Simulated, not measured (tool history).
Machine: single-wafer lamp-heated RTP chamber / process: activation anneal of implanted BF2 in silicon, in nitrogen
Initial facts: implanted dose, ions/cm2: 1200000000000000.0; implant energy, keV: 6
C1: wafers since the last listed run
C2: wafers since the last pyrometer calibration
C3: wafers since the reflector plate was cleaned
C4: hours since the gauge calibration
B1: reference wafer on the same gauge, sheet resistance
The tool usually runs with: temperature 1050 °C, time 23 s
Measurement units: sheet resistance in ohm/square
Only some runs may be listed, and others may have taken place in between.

run 1 hour=0.0 | temperature=1071 time=15 | C1=0 C2=2743 C3=5502 C4=511.5 | B1=159.09 | sheet_resistance=164.07
-- hour=9.7 pyrometer window cleaned and pyrometer calibrated
run 2 hour=36.2 | temperature=1071 time=15 | C1=465 C2=437 C3=5967 C4=547.7 | B1=158.90 | sheet_resistance=166.71
run 3 hour=65.7 | temperature=1071 time=15 | C1=486 C2=924 C3=6454 C4=577.2 | B1=159.01 | sheet_resistance=167.25
run 4 hour=99.2 | temperature=1050 time=23 | C1=552 C2=1477 C3=7007 C4=610.7 | B1=158.91 | sheet_resistance=174.10
run 5 hour=150.1 | temperature=1050 time=23 | C1=840 C2=2317 C3=7847 C4=661.6 | B1=159.00 | sheet_resistance=172.66
-- hour=211.3 pyrometer window cleaned and pyrometer calibrated
run 6 hour=221.0 | temperature=1063 time=23 | C1=1038 C2=159 C3=8886 C4=732.5 | B1=158.93 | sheet_resistance=160.95
run 7 hour=278.6 | temperature=1063 time=23 | C1=950 C2=1110 C3=9836 C4=790.1 | B1=159.13 | sheet_resistance=160.67
-- hour=337.4 gauge calibrated
run 8 hour=349.1 | temperature=1063 time=23 | C1=1163 C2=2274 C3=11000 C4=11.7 | B1=159.01 | sheet_resistance=158.61
-- hour=397.9 pyrometer window cleaned and pyrometer calibrated
run 9 hour=413.6 | temperature=1050 time=17 | C1=932 C2=259 C3=11933 C4=76.2 | B1=158.93 | sheet_resistance=183.22
run 10 hour=450.6 | temperature=1079 time=23 | C1=610 C2=870 C3=12543 C4=113.2 | B1=159.09 | sheet_resistance=143.16
-- hour=458.6 reflector plate cleaned
run 11 hour=477.7 | temperature=1067 time=19 | C1=315 C2=1185 C3=314 C4=140.3 | B1=159.00 | sheet_resistance=162.14
run 12 hour=529.8 | temperature=1050 time=19 | C1=859 C2=2045 C3=1174 C4=192.4 | B1=159.09 | sheet_resistance=177.66
-- hour=561.0 pyrometer window cleaned and pyrometer calibrated
run 13 hour=621.8 | temperature=1077 time=23 | C1=1386 C2=1003 C3=2561 C4=284.4 | B1=158.95 | sheet_resistance=145.87
run 14 hour=692.5 | temperature=1050 time=23 | C1=1166 C2=2170 C3=3728 C4=355.1 | B1=159.15 | sheet_resistance=173.45
-- hour=715.3 pyrometer window cleaned and pyrometer calibrated
run 15 hour=731.5 | temperature=1077 time=19 | C1=511 C2=267 C3=4239 C4=394.1 | B1=159.17 | sheet_resistance=153.06
run 16 hour=781.5 | temperature=1050 time=23 | C1=825 C2=1093 C3=5065 C4=444.1 | B1=158.97 | sheet_resistance=174.61
run 17 hour=847.7 | temperature=1079 time=31 | C1=1092 C2=2185 C3=6157 C4=510.3 | B1=158.92 | sheet_resistance=130.21
-- hour=885.4 pyrometer window cleaned and pyrometer calibrated
run 18 hour=892.3 | temperature=1040 time=14 | C1=604 C2=114 C3=6761 C4=554.9 | B1=159.00 | sheet_resistance=203.16

Forecast each of these 4 alternatives for the next run:
run A hour=892.7 | temperature=1050 time=23 | C1=6 C2=121 C3=6768 C4=555.3 | B1=? | sheet_resistance=?
run B hour=892.7 | temperature=1050 time=16 | C1=6 C2=121 C3=6768 C4=555.3 | B1=? | sheet_resistance=?
run C hour=892.7 | temperature=1028 time=33 | C1=6 C2=121 C3=6768 C4=555.3 | B1=? | sheet_resistance=?
run D hour=892.7 | temperature=1066 time=23 | C1=6 C2=121 C3=6768 C4=555.3 | B1=? | sheet_resistance=?

run=A B1=158.96 sheet_resistance=175.18
run=B B1=158.96 sheet_resistance=184.23
run=C B1=158.96 sheet_resistance=182.00
run=D B1=158.96 sheet_resistance=157.95
Take away the tool's hidden state, keep each run's random variation, and the runs would have read:
run=A sheet_resistance=175.48
run=B sheet_resistance=184.57
run=C sheet_resistance=182.23
run=D sheet_resistance=158.28
